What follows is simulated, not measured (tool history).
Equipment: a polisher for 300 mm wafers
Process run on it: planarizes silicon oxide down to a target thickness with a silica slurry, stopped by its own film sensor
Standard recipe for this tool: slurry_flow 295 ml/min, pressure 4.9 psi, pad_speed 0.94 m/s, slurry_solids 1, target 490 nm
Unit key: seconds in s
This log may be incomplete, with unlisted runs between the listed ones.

run	hour	slurry_flow	pressure	pad_speed	slurry_solids	target	incoming thickness of the incoming film, nm	seconds
1	0	295	4.9	0.84	1	490	867.2	112.4
2	66.1	295	4.9	0.84	1	490	864.6	110.8
# hour 105.2: slurry blender recalibrated
3	152.5	295	4.9	0.84	1	490	869.3	114.5
# hour 238.3: slurry nozzle cleaned
# hour 247.4: worn pad replaced by a new one
# hour 312.8: conditioning disc replaced and pad reconditioned
4	403.5	295	4.9	0.94	1	490	888.2	109
5	453.7	295	4.9	0.94	1	490	860.8	102.2
# hour 502.9: slurry blender recalibrated
6	517.9	295	4.9	0.94	1	490	883.9	107.1
7	556	295	4.9	0.94	0.85	541	868.9	98.4
# hour 584.8: worn pad replaced by a new one
8	657.7	295	4.9	0.94	0.85	541	863.3	98.3
# hour 677: conditioning disc replaced and pad reconditioned
# hour 694.6: slurry nozzle cleaned
# hour 706.6: head pressure recalibrated
9	720.1	295	4.9	0.94	0.85	541	884.8	103.8
10	802.9	295	4.9	0.94	0.85	387	883.8	149.8
11	850.6	295	4.9	0.94	0.85	387	877	151.8
# hour 900.6: slurry blender recalibrated
# hour 901.3: worn pad replaced by a new one
12	940.2	355	4.9	0.78	1	578	889.5	96.6
# hour 974.5: conditioning disc replaced and pad reconditioned
13	980.4	235	4.9	0.82	1.1	534	875.6	101.8
14	1035.7	295	4.9	0.94	1.2	490	883.2	97.8
15	1116.5	265	6.6	0.94	0.75	578	888.3	76.5
16	1154.9	295	4.2	1.18	1.2	573	874.8	71.6
# hour 1170.3: slurry nozzle cleaned
# hour 1222.8: worn pad replaced by a new one
17	1235.6	295	4.9	0.94	0.85	445	873.9	129.6
18	1287.6	240	4.9	0.94	1	490	869.8	106.8
# hour 1309.4: conditioning disc replaced and pad reconditioned
# hour 1311.2: slurry blender recalibrated
19	1354.3	295	4.9	0.94	1	490	889.6	109
20	1416.3	295	4.2	1.08	0.8	625	887.2	83.7
21	1466.3	385	4.9	0.94	0.85	490	895.3	117.9
# hour 1509.4: worn pad replaced by a new one
22	1525.6	295	4.9	0.94	1	490	880.4	108.3
# hour 1595: conditioning disc replaced and pad reconditioned
# hour 1596.9: slurry nozzle cleaned
23	1604	295	4.9	0.94	1.25	490	881.6	94.9

Exercise: give the hidden state of the tool at every run:
removal rate lost through wear of the pad, %: 0 at every run
slurry flow missing at the pad, %: 0 at every run
deviation of the head's pressure from its setpoint, %: 0 at every run
abrasive missing from the slurry, %: 0 at every run
time polished since the conditioner stopped cutting, s: 0 at every run

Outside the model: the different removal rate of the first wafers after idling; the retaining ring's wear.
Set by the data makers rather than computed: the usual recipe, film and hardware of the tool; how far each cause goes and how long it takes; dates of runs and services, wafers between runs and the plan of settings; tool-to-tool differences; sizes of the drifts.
